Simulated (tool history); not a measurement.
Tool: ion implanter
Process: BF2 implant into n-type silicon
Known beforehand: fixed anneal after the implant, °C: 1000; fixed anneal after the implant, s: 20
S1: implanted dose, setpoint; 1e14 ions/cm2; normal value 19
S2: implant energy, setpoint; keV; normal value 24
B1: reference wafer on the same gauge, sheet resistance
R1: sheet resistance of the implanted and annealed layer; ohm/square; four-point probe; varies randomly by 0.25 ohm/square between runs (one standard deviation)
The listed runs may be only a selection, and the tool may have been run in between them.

run 1 hour=0 | S1=19 S2=24 | B1=188.02 | R1=165.5
run 2 hour=137.2 | S1=19 S2=24 | B1=188.1 | R1=165.2
run 3 hour=198.3 | S1=19 S2=24 | B1=187.96 | R1=165.31
run 4 hour=241.8 | S1=20.88 S2=28.5 | B1=187.99 | R1=151.01
run 5 hour=295.4 | S1=19 S2=24 | B1=188.05 | R1=165.59
run 6 hour=347.5 | S1=19 S2=24 | B1=188.08 | R1=165.58
run 7 hour=384.5 | S1=19 S2=24 | B1=188.06 | R1=165.62
run 8 hour=426.8 | S1=14.89 S2=27.5 | B1=187.92 | R1=159.68
run 9 hour=495.2 | S1=15.72 S2=24 | B1=188.04 | R1=169.04
run 10 hour=527 | S1=23.18 S2=26.5 | B1=187.98 | R1=154.75
-- hour=532 gauge calibrated
run 11 hour=558.8 | S1=15.39 S2=21.5 | B1=187.91 | R1=178.75
run 12 hour=598.7 | S1=23.18 S2=26.5 | B1=187.95 | R1=155.19
-- hour=635.6 extraction supply calibrated
run 13 hour=669.2 | S1=24.02 S2=18.5 | B1=187.93 | R1=182.57
-- hour=698.2 Faraday cup replaced and dose calibrated
run 14 hour=713.9 | S1=20.62 S2=32 | B1=188.03 | R1=142.37
run 15 hour=757.9 | S1=23.36 S2=28 | B1=188.05 | R1=150.59
run 16 hour=817.1 | S1=15.39 S2=21.5 | B1=187.99 | R1=178.34
run 17 hour=849.6 | S1=19 S2=21.5 | B1=187.99 | R1=174.26
run 18 hour=888.5 | S1=22.14 S2=19 | B1=187.94 | R1=182.24
run 19 hour=926.1 | S1=19 S2=30.5 | B1=188.02 | R1=146.92

Below are 3 alternative next runs, each starting from the tool's condition after run 19. Predict each:
run A hour=926.5 | S1=19 S2=24 | B1=? | R1=?
run B hour=926.5 | S1=23.92 S2=16 | B1=? | R1=?
run C hour=926.5 | S1=21 S2=21.5 | B1=? | R1=?

run=A B1=188.01 R1=165.55
run=B B1=188.01 R1=194.86
run=C B1=188.01 R1=172.86
Without the tool's unlogged condition, the same runs would have read:
run=A R1=165.55
run=B R1=194.86
run=C R1=172.86
